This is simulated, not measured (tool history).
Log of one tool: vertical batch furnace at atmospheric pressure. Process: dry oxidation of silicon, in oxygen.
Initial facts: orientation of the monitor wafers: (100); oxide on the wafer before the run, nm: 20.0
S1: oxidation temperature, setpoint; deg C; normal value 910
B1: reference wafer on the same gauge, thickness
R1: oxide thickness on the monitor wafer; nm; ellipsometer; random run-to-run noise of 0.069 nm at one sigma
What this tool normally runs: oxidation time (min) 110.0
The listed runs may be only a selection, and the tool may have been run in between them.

Run 1, hour 0.0: usual settings; B1 47.42. Result: R1 39.39 nm.
Run 2, hour 21.4: usual settings; B1 47.38. Result: R1 39.49 nm.
Run 3, hour 32.2: usual settings; B1 47.37. Result: R1 39.44 nm.
Run 4, hour 55.1: usual settings but S1 899 deg C; B1 47.38. Result: R1 36.61 nm.
Run 5, hour 64.4: usual settings; B1 47.39. Result: R1 39.47 nm.
Run 6, hour 109.8: usual settings; B1 47.41. Result: R1 39.37 nm.
Run 7, hour 131.8: usual settings; B1 47.42. Result: R1 39.26 nm.
Run 8, hour 149.2: usual settings; B1 47.39. Result: R1 39.37 nm.
Run 9, hour 212.3: usual settings but S1 917 deg C; B1 47.38. Result: R1 41.40 nm.
At hour 269.7: boat lift adjusted.
Run 10, hour 270.2: usual settings but S1 917 deg C; B1 47.39. Result: R1 42.68 nm.
Run 11, hour 276.0: usual settings; B1 47.39. Result: R1 40.62 nm.
Run 12, hour 281.8: usual settings; B1 47.40. Result: R1 40.56 nm.
Run 13, hour 296.1: usual settings; B1 47.41. Result: R1 40.59 nm.
Run 14, hour 315.6: usual settings; B1 47.39. Result: R1 40.54 nm.
Run 15, hour 324.5: usual settings but S1 893 deg C; B1 47.40. Result: R1 36.10 nm.
Run 16, hour 335.2: usual settings but oxidation time (min) 149.0; B1 47.41. Result: R1 47.08 nm.
Run 17, hour 347.3: usual settings but S1 901 deg C; B1 47.41. Result: R1 38.02 nm.
Run 18, hour 363.5: usual settings but S1 924 deg C; B1 47.40. Result: R1 44.90 nm.
At hour 392.8: thermocouples replaced and temperature profile calibrated.
Run 19, hour 393.3: usual settings but oxidation time (min) 157.0; B1 47.43. Result: R1 48.18 nm.
Run 20, hour 399.1: usual settings but S1 889 deg C, oxidation time (min) 149.5; B1 47.38. Result: R1 39.96 nm.
Run 21, hour 410.0: usual settings but S1 920 deg C, oxidation time (min) 159.5; B1 47.39. Result: R1 52.84 nm.
Run 22, hour 433.1: usual settings; B1 47.40. Result: R1 40.41 nm.
Run 23, hour 442.4: usual settings but S1 899 deg C, oxidation time (min) 124.0; B1 47.40. Result: R1 39.47 nm.
At hour 450.6: gauge calibrated.
Run 24, hour 461.0: usual settings but S1 932 deg C, oxidation time (min) 134.0; B1 47.40. Result: R1 53.00 nm.
Run 25, hour 477.1: usual settings but S1 932 deg C, oxidation time (min) 164.5; B1 47.40. Result: R1 59.38 nm.
Run 26, hour 499.8: usual settings but S1 889 deg C; B1 47.39. Result: R1 35.00 nm.

Forecast run 27:
Run 27, hour 512.6: usual settings but S1 919 deg C, oxidation time (min) 56.0; B1 ?. Result: R1 ?.

Run 27 measured B1 47.38, R1 32.19 nm.
Take away the tool's hidden state, keep the run-to-run variation as it was, and the same run would have given R1 32.44 nm.
